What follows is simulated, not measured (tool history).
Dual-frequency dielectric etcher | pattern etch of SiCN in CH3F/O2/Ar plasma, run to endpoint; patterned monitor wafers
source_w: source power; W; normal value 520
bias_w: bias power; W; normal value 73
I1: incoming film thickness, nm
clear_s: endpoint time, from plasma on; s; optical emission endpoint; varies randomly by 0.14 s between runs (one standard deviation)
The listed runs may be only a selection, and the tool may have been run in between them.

Run 1, hour 0: usual settings; I1 7.38. Result: clear_s 17.8 s.
Run 2, hour 60.8: usual settings; I1 7.48. Result: clear_s 17.9 s.
Run 3, hour 83.3: usual settings; I1 7.46. Result: clear_s 18 s.
Run 4, hour 103.4: usual settings; I1 7.34. Result: clear_s 17.4 s.
Run 5, hour 129.9: usual settings; I1 7.44. Result: clear_s 17.8 s.
Run 6, hour 142.8: usual settings but source_w 420 W; I1 7.32. Result: clear_s 18.9 s.
Run 7, hour 231.6: usual settings but source_w 420 W; I1 7.38. Result: clear_s 18.8 s.
At hour 261.4: source power generator calibrated.
Run 8, hour 264.4: usual settings; I1 7.29. Result: clear_s 17.2 s.
At hour 289.1: upper electrode replaced.
Run 9, hour 290: usual settings; I1 7.45. Result: clear_s 17.6 s.
Run 10, hour 306.5: usual settings but bias_w 62 W; I1 7.39. Result: clear_s 18.4 s.
Run 11, hour 321.4: usual settings; I1 7.44. Result: clear_s 17.3 s.
Run 12, hour 342.3: usual settings; I1 7.4. Result: clear_s 17.1 s.
Run 13, hour 365.4: usual settings but source_w 440 W, bias_w 65 W; I1 7.28. Result: clear_s 18.6 s.
At hour 394.2: bias power generator calibrated.
Run 14, hour 394.7: usual settings but bias_w 86 W; I1 7.42. Result: clear_s 16.2 s.
At hour 431.6: wet clean of the chamber.
Run 15, hour 432.1: usual settings but bias_w 57 W; I1 7.42. Result: clear_s 19.8 s.
Run 16, hour 449.4: usual settings but source_w 580 W, bias_w 79 W; I1 7.35. Result: clear_s 17 s.
Run 17, hour 465.4: usual settings but source_w 410 W; I1 7.39. Result: clear_s 19.5 s.
Run 18, hour 483.2: usual settings but bias_w 83 W; I1 7.41. Result: clear_s 17.2 s.
Run 19, hour 504.8: usual settings but source_w 600 W, bias_w 86 W; I1 7.45. Result: clear_s 16.4 s.
Run 20, hour 533.2: usual settings but source_w 480 W, bias_w 89 W; I1 7.46. Result: clear_s 17.3 s.
Run 21, hour 545.9: usual settings; I1 7.41. Result: clear_s 18.1 s.
Run 22, hour 569.7: usual settings but bias_w 61 W; I1 7.39. Result: clear_s 19 s.
Run 23, hour 600.7: usual settings; I1 7.35. Result: clear_s 17.9 s.

Each row is a separate what-if for the run after 23, all from the same tool condition, not one after another. Results?
Run A, hour 601.1: usual settings but bias_w 67 W; I1 7.43. Result: clear_s ?.
Run B, hour 601.1: usual settings but source_w 580 W, bias_w 82 W; I1 7.43. Result: clear_s ?.
Run C, hour 601.1: usual settings but source_w 620 W; I1 7.43. Result: clear_s ?.
Run D, hour 601.1: usual settings but bias_w 58 W; I1 7.43. Result: clear_s ?.
Run E, hour 601.1: usual settings but source_w 610 W; I1 7.43. Result: clear_s ?.

run  clear_s
  A     18.6
  B     16.7
  C     16.9
  D     19.4
  E       17
What these runs would have given with no unlogged condition in the tool:
run  clear_s
  A     18.8
  B     16.9
  C     17.1
  D     19.6
  E     17.2
